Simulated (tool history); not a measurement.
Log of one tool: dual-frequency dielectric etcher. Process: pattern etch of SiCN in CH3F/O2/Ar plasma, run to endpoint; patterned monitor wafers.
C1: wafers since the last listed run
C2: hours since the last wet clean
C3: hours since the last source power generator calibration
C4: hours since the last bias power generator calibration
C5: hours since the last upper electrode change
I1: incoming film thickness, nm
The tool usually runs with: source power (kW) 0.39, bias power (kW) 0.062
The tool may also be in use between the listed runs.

{"run": 1, "day": 0.0, "source power (kW)": 0.39, "bias power (kW)": 0.062, "C1": 0, "C2": 411.3, "C3": 4176.9, "C4": 3227, "C5": 4253.8, "I1": 7.07, "endpoint time (s)": 21.5}
{"run": 2, "day": 0.579, "source power (kW)": 0.39, "bias power (kW)": 0.062, "C1": 299, "C2": 425.2, "C3": 4190.8, "C4": 3240.9, "C5": 4267.7, "I1": 7.03, "endpoint time (s)": 21.4}
{"run": 3, "day": 1.162, "source power (kW)": 0.39, "bias power (kW)": 0.062, "C1": 302, "C2": 439.2, "C3": 4204.8, "C4": 3254.9, "C5": 4281.7, "I1": 6.99, "endpoint time (s)": 21.2}
{"day": 2.746, "done": "upper electrode replaced"}
{"day": 2.883, "done": "bias power generator calibrated"}
{"run": 4, "day": 2.904, "source power (kW)": 0.39, "bias power (kW)": 0.062, "C1": 313, "C2": 481, "C3": 4246.6, "C4": 0.5, "C5": 3.8, "I1": 6.97, "endpoint time (s)": 21.2}
{"run": 5, "day": 2.917, "source power (kW)": 0.39, "bias power (kW)": 0.062, "C1": 6, "C2": 481.3, "C3": 4246.9, "C4": 0.8, "C5": 4.1, "I1": 6.97, "endpoint time (s)": 21.4}
{"run": 6, "day": 2.933, "source power (kW)": 0.43, "bias power (kW)": 0.062, "C1": 8, "C2": 481.7, "C3": 4247.3, "C4": 1.2, "C5": 4.5, "I1": 6.96, "endpoint time (s)": 20.3}
{"run": 7, "day": 3.508, "source power (kW)": 0.43, "bias power (kW)": 0.062, "C1": 297, "C2": 495.5, "C3": 4261.1, "C4": 15, "C5": 18.3, "I1": 7.03, "endpoint time (s)": 20.8}
{"day": 4.104, "done": "source power generator calibrated"}
{"run": 8, "day": 4.125, "source power (kW)": 0.42, "bias power (kW)": 0.062, "C1": 233, "C2": 510.3, "C3": 0.5, "C4": 29.8, "C5": 33.1, "I1": 6.99, "endpoint time (s)": 20.8}
{"day": 5.258, "done": "wet clean of the chamber"}
{"run": 9, "day": 5.279, "source power (kW)": 0.3, "bias power (kW)": 0.057, "C1": 79, "C2": 0.5, "C3": 28.2, "C4": 57.5, "C5": 60.8, "I1": 6.96, "endpoint time (s)": 24.7}
{"run": 10, "day": 5.296, "source power (kW)": 0.39, "bias power (kW)": 0.062, "C1": 8, "C2": 0.9, "C3": 28.6, "C4": 57.9, "C5": 61.2, "I1": 6.99, "endpoint time (s)": 21.1}
{"run": 11, "day": 5.629, "source power (kW)": 0.45, "bias power (kW)": 0.057, "C1": 172, "C2": 8.9, "C3": 36.6, "C4": 65.9, "C5": 69.2, "I1": 6.92, "endpoint time (s)": 20.8}
{"run": 12, "day": 6.308, "source power (kW)": 0.29, "bias power (kW)": 0.046, "C1": 351, "C2": 25.2, "C3": 52.9, "C4": 82.2, "C5": 85.5, "I1": 6.98, "endpoint time (s)": 27.8}
{"run": 13, "day": 6.804, "source power (kW)": 0.39, "bias power (kW)": 0.062, "C1": 256, "C2": 37.1, "C3": 64.8, "C4": 94.1, "C5": 97.4, "I1": 6.99, "endpoint time (s)": 21.3}
{"run": 14, "day": 7.442, "source power (kW)": 0.45, "bias power (kW)": 0.046, "C1": 330, "C2": 52.4, "C3": 80.1, "C4": 109.4, "C5": 112.7, "I1": 7.05, "endpoint time (s)": 23.6}
{"run": 15, "day": 7.758, "source power (kW)": 0.34, "bias power (kW)": 0.047, "C1": 164, "C2": 60, "C3": 87.7, "C4": 117, "C5": 120.3, "I1": 7.01, "endpoint time (s)": 25.8}
{"run": 16, "day": 8.046, "source power (kW)": 0.34, "bias power (kW)": 0.048, "C1": 148, "C2": 66.9, "C3": 94.6, "C4": 123.9, "C5": 127.2, "I1": 6.99, "endpoint time (s)": 25.7}
{"run": 17, "day": 8.362, "source power (kW)": 0.47, "bias power (kW)": 0.062, "C1": 164, "C2": 74.5, "C3": 102.2, "C4": 131.5, "C5": 134.8, "I1": 6.95, "endpoint time (s)": 19.7}

Across each entry between runs, compare the hidden state at the last listed run before it with the hidden state at the first listed run after it:
From run 3 to run 4: upper electrode replaced (day 2.746); bias power generator calibrated (day 2.883)
  no hidden state differs between the two runs
From run 7 to run 8: source power generator calibrated (day 4.104)
  no hidden state differs between the two runs
From run 8 to run 9: wet clean of the chamber (day 5.258)
  no hidden state differs between the two runs
